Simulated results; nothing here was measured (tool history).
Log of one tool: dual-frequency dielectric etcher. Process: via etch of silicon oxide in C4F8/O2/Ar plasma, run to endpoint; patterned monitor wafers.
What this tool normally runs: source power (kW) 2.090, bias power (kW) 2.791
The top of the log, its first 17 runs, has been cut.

| run | day | source power (kW) | bias power (kW) | incoming incoming film thickness, nm | endpoint time (s) |
|---|---|---|---|---|---|
|  | 8.421 | source power generator calibrated |
| 18 | 8.562 | 2.300 | 3.369 | 2159.6 | 350.2 |
| 19 | 9.888 | 2.370 | 2.337 | 2167.9 | 389.8 |
| 20 | 10.233 | 2.090 | 2.450 | 2141.2 | 401.1 |
| 21 | 10.504 | 2.090 | 2.791 | 2150.0 | 384.0 |
| 22 | 10.933 | 2.090 | 2.099 | 2177.9 | 414.9 |
| 23 | 11.408 | 2.090 | 3.321 | 2159.2 | 368.6 |
| 24 | 12.054 | 2.090 | 2.416 | 2169.7 | 408.4 |
| 25 | 12.367 | 2.450 | 2.324 | 2169.1 | 381.9 |
| 26 | 13.875 | 2.390 | 3.063 | 2182.5 | 360.9 |
| 27 | 14.300 | 2.090 | 2.791 | 2193.3 | 393.1 |
| 28 | 14.708 | 2.460 | 3.070 | 2147.0 | 347.6 |
| 29 | 15.167 | 2.090 | 2.565 | 2157.3 | 400.0 |
| 30 | 15.562 | 2.350 | 2.548 | 2162.6 | 377.0 |

Here are 5 independent what-if runs from the current tool condition. What would each one return?
| A | 15.583 | 2.090 | 2.791 | 2147.3 | ? |
| B | 15.583 | 2.090 | 2.252 | 2147.3 | ? |
| C | 15.583 | 2.480 | 3.313 | 2147.3 | ? |
| D | 15.583 | 2.600 | 2.791 | 2147.3 | ? |
| E | 15.583 | 1.890 | 2.791 | 2147.3 | ? |

| run | endpoint time (s) |
|---|---|
| A | 385.7 |
| B | 409.0 |
| C | 340.8 |
| D | 350.5 |
| E | 403.4 |
What these runs would have given with no unlogged condition in the tool:
| run | endpoint time (s) |
|---|---|
| A | 385.7 |
| B | 409.0 |
| C | 340.8 |
| D | 350.5 |
| E | 403.4 |
